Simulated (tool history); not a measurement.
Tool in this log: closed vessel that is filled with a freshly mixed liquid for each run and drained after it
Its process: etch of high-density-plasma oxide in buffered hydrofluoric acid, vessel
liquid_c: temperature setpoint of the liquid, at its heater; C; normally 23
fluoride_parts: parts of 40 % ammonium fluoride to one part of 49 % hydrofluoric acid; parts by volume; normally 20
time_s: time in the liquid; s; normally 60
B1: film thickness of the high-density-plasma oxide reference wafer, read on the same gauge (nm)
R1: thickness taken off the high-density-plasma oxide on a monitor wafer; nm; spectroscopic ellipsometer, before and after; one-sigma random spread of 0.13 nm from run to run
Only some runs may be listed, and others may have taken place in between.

run 1 hour=0 | liquid_c=23 fluoride_parts=20 time_s=80 | B1=100.01 | R1=55.03
run 2 hour=79.4 | liquid_c=23 fluoride_parts=20 time_s=60 | B1=100.01 | R1=41.65
run 3 hour=161 | liquid_c=23 fluoride_parts=20 time_s=60 | B1=99.96 | R1=41.65
run 4 hour=202.3 | liquid_c=23 fluoride_parts=20 time_s=60 | B1=100 | R1=41.53
run 5 hour=253.2 | liquid_c=23 fluoride_parts=20 time_s=60 | B1=99.99 | R1=41.56
-- hour=305.8 hydrofluoric acid flow meter replaced
run 6 hour=318.7 | liquid_c=23 fluoride_parts=20 time_s=60 | B1=99.99 | R1=42.63
-- hour=335.6 gauge calibrated
run 7 hour=363.7 | liquid_c=23 fluoride_parts=20 time_s=60 | B1=100.03 | R1=42.66
run 8 hour=408.2 | liquid_c=27 fluoride_parts=23.5 time_s=90 | B1=100 | R1=69.71
-- hour=489.6 thermometer replaced
run 9 hour=509.7 | liquid_c=21.5 fluoride_parts=17 time_s=40 | B1=99.98 | R1=30.94
-- hour=535.4 hydrofluoric acid flow meter replaced, repeated, since the last time left the tool worse
run 10 hour=557.4 | liquid_c=23 fluoride_parts=20 time_s=95 | B1=99.99 | R1=63.81
run 11 hour=656.5 | liquid_c=20 fluoride_parts=20 time_s=60 | B1=99.99 | R1=34.34
run 12 hour=731.1 | liquid_c=20.5 fluoride_parts=18 time_s=85 | B1=100 | R1=55.6
run 13 hour=828 | liquid_c=21 fluoride_parts=20 time_s=60 | B1=100.01 | R1=36.5
run 14 hour=895.1 | liquid_c=28 fluoride_parts=27.5 time_s=85 | B1=99.98 | R1=60.36
run 15 hour=998.2 | liquid_c=23 fluoride_parts=20 time_s=60 | B1=99.99 | R1=40.97

Branching from run 15: 5 alternative next runs. What would each branch give?
run A hour=998.9 | liquid_c=23 fluoride_parts=20 time_s=60 | B1=? | R1=?
run B hour=998.9 | liquid_c=21.5 fluoride_parts=16 time_s=30 | B1=? | R1=?
run C hour=998.9 | liquid_c=27 fluoride_parts=17 time_s=50 | B1=? | R1=?
run D hour=998.9 | liquid_c=21 fluoride_parts=23 time_s=75 | B1=? | R1=?
run E hour=998.9 | liquid_c=19 fluoride_parts=14.5 time_s=70 | B1=? | R1=?

run=A B1=99.99 R1=40.88
run=B B1=99.99 R1=23.44
run=C B1=99.99 R1=49.69
run=D B1=99.99 R1=41.28
run=E B1=99.99 R1=52.38
With no hidden state in the tool, these same runs would have given:
run=A R1=40.08
run=B R1=22.98
run=C R1=48.72
run=D R1=40.72
run=E R1=51.36
